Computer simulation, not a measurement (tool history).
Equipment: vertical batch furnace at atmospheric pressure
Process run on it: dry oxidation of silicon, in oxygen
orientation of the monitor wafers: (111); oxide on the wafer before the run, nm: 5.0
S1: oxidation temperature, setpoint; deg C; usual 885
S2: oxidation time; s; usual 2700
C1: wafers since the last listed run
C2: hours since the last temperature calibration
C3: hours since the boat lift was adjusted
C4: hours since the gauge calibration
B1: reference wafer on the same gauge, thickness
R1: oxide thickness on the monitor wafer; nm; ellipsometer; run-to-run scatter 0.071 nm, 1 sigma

| run | hour | S1 | S2 | C1 | C2 | C3 | C4 | B1 | R1 |
|---|---|---|---|---|---|---|---|---|---|
| 1 | 0.0 | 885 | 2700 | 0 | 1418.0 | 728.4 | 1862.9 | 23.70 | 23.81 |
| 2 | 91.3 | 885 | 2700 | 1350 | 1509.3 | 819.7 | 1954.2 | 23.70 | 23.84 |
| 3 | 198.0 | 885 | 2700 | 1577 | 1616.0 | 926.4 | 2060.9 | 23.70 | 23.82 |
| 4 | 236.1 | 885 | 2700 | 563 | 1654.1 | 964.5 | 2099.0 | 23.70 | 23.94 |
| 5 | 323.0 | 885 | 2700 | 1285 | 1741.0 | 1051.4 | 2185.9 | 23.70 | 23.93 |
| 6 | 407.5 | 885 | 2700 | 1249 | 1825.5 | 1135.9 | 2270.4 | 23.71 | 24.12 |
| 7 | 503.4 | 885 | 2700 | 1418 | 1921.4 | 1231.8 | 2366.3 | 23.70 | 23.96 |
| 8 | 582.7 | 876 | 2700 | 1172 | 2000.7 | 1311.1 | 2445.6 | 23.69 | 22.21 |
| 9 | 685.2 | 876 | 2700 | 1515 | 2103.2 | 1413.6 | 2548.1 | 23.70 | 22.24 |
| 10 | 759.5 | 876 | 2700 | 1098 | 2177.5 | 1487.9 | 2622.4 | 23.69 | 22.25 |
| 11 | 813.8 | 885 | 1740 | 802 | 2231.8 | 1542.2 | 2676.7 | 23.71 | 18.50 |
| 12 | 1001.3 | 885 | 1740 | 2772 | 2419.3 | 1729.7 | 2864.2 | 23.69 | 18.67 |
| 13 | 1059.9 | 885 | 1740 | 866 | 2477.9 | 1788.3 | 2922.8 | 23.70 | 18.70 |
| 14 | 1096.8 | 885 | 2700 | 545 | 2514.8 | 1825.2 | 2959.7 | 23.71 | 24.28 |
| 15 | 1148.6 | 885 | 2700 | 766 | 2566.6 | 1877.0 | 3011.5 | 23.71 | 24.46 |
| 16 | 1202.4 | 869 | 3120 | 795 | 2620.4 | 1930.8 | 3065.3 | 23.70 | 23.10 |
|  | 1263.5 | gauge calibrated |
| 17 | 1278.1 | 876 | 2160 | 1119 | 2696.1 | 2006.5 | 14.6 | 23.70 | 19.79 |
|  | 1327.4 | thermocouples replaced and temperature profile calibrated |
| 18 | 1335.4 | 885 | 2700 | 492 | 8.0 | 2063.8 | 71.9 | 23.72 | 23.50 |
| 19 | 1384.6 | 892 | 1530 | 727 | 57.2 | 2113.0 | 121.1 | 23.69 | 17.92 |
| 20 | 1622.4 | 873 | 2100 | 3516 | 295.0 | 2350.8 | 358.9 | 23.69 | 18.22 |
| 21 | 1682.2 | 885 | 2700 | 884 | 354.8 | 2410.6 | 418.7 | 23.68 | 23.57 |
|  | 1742.4 | boat lift adjusted |
| 22 | 1742.9 | 866 | 1920 | 542 | 415.5 | 0.5 | 479.4 | 23.71 | 16.30 |
| 23 | 1788.4 | 885 | 2700 | 672 | 461.0 | 46.0 | 524.9 | 23.69 | 23.54 |
| 24 | 1893.6 | 896 | 1470 | 1555 | 566.2 | 151.2 | 630.1 | 23.71 | 18.16 |
| 25 | 1934.8 | 909 | 2100 | 609 | 607.4 | 192.4 | 671.3 | 23.69 | 25.06 |
| 26 | 2002.2 | 899 | 2700 | 996 | 674.8 | 259.8 | 738.7 | 23.70 | 26.78 |
| 27 | 2064.1 | 862 | 3240 | 915 | 736.7 | 321.7 | 800.6 | 23.71 | 21.42 |
| 28 | 2171.4 | 885 | 2700 | 1586 | 844.0 | 429.0 | 907.9 | 23.69 | 23.60 |
| 29 | 2265.6 | 885 | 2700 | 1393 | 938.2 | 523.2 | 1002.1 | 23.70 | 23.68 |
| 30 | 2369.7 | 898 | 3630 | 1539 | 1042.3 | 627.3 | 1106.2 | 23.70 | 32.19 |
| 31 | 2409.5 | 876 | 2700 | 588 | 1082.1 | 667.1 | 1146.0 | 23.69 | 21.77 |
| 32 | 2510.3 | 885 | 2700 | 1490 | 1182.9 | 767.9 | 1246.8 | 23.70 | 23.76 |
| 33 | 2604.0 | 885 | 3330 | 1385 | 1276.6 | 861.6 | 1340.5 | 23.69 | 27.15 |
| 34 | 2781.1 | 867 | 3360 | 2618 | 1453.7 | 1038.7 | 1517.6 | 23.70 | 23.01 |
| 35 | 2825.6 | 885 | 3870 | 658 | 1498.2 | 1083.2 | 1562.1 | 23.70 | 29.98 |
| 36 | 2873.1 | 885 | 2700 | 702 | 1545.7 | 1130.7 | 1609.6 | 23.69 | 23.90 |

Run 37 is up next; what results do you expect?
| 37 | 2946.7 | 863 | 3810 | 1088 | 1619.3 | 1204.3 | 1683.2 | ? | ? |

B1: 23.71
R1: 24.12 nm
Without the tool's hidden state the same run would have given R1 23.58 nm.
